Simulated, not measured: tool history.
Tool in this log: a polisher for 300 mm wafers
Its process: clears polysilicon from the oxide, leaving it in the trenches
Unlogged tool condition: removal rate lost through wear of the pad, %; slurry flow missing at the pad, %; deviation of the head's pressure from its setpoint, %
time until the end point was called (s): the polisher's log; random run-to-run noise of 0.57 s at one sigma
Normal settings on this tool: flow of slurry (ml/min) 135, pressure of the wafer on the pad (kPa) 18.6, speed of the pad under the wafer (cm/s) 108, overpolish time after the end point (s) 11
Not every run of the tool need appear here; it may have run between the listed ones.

run	day	flow of slurry (ml/min)	pressure of the wafer on the pad (kPa)	speed of the pad under the wafer (cm/s)	overpolish time after the end point (s)	wafers since the last listed run	wafers polished on this pad	hours since the slurry nozzle was cleaned	hours since the head pressure was calibrated	incoming thickness of the incoming film, nm	time until the end point was called (s)
1	0.000	135	18.6	108	11	0	891	548.2	1288.0	661.3	38.6
# day 0.358: worn pad replaced by a new one
2	0.446	135	18.6	108	11	58	18	558.9	1298.7	642.5	35.0
3	1.008	135	18.6	82	11	117	136	572.4	1312.2	645.6	46.8
4	1.746	135	18.6	82	11	154	290	590.1	1329.9	641.2	46.7
5	2.304	135	18.6	82	11	116	407	603.5	1343.3	645.5	50.0
6	2.925	160	17.2	108	11	129	536	618.4	1358.2	652.4	39.9
7	3.612	160	17.2	108	11	143	680	634.9	1374.7	641.8	37.8
# day 3.758: slurry nozzle cleaned
# day 4.062: head pressure recalibrated
# day 4.088: worn pad replaced by a new one
8	4.108	135	18.6	108	11	71	4	8.4	1.1	657.3	39.8
9	4.654	135	18.6	108	12	114	118	21.5	14.2	640.8	40.7
10	5.125	105	15.2	128	11	98	216	32.8	25.5	650.3	43.7
11	5.388	120	18.6	96	18	54	271	39.1	31.8	641.6	47.0
12	5.646	135	18.6	108	11	54	325	45.3	38.0	652.0	42.3
# day 5.912: worn pad replaced by a new one, repeated, since the last time left the tool worse
13	6.271	135	18.6	108	11	95	75	60.3	53.0	649.3	36.3
14	6.675	135	24.8	108	16	84	159	70.0	62.7	649.2	28.1
15	7.129	135	20.7	72	11	94	254	80.9	73.6	657.4	51.3
16	7.733	135	18.6	108	11	126	380	95.4	88.1	663.8	37.9
17	8.167	115	18.6	108	11	90	471	105.8	98.5	649.7	38.1
18	8.442	110	18.6	92	17	57	528	112.4	105.1	638.4	44.8
19	9.129	100	23.4	98	14	143	672	128.9	121.6	640.5	36.6

A few steps of time until the end point was called (s) between consecutive runs. Split each: what settings, incoming material and random variation would produce without the hidden state, and what is left over for the hidden state, along with gauge scatter present in only one of the two compared results (measured, and without hidden state):
Run 12 -> 13: worn pad replaced by a new one, repeated, since the last time left the tool worse. time until the end point was called (s) -6.0: hidden state -5.5, all else -0.5.
Run 14 -> 15: pressure of the wafer on the pad (kPa) 24.8 -> 20.7, speed of the pad under the wafer (cm/s) 108 -> 72, overpolish time after the end point (s) 16 -> 11. time until the end point was called (s) +23.2: hidden state +1.4, all else +21.8.
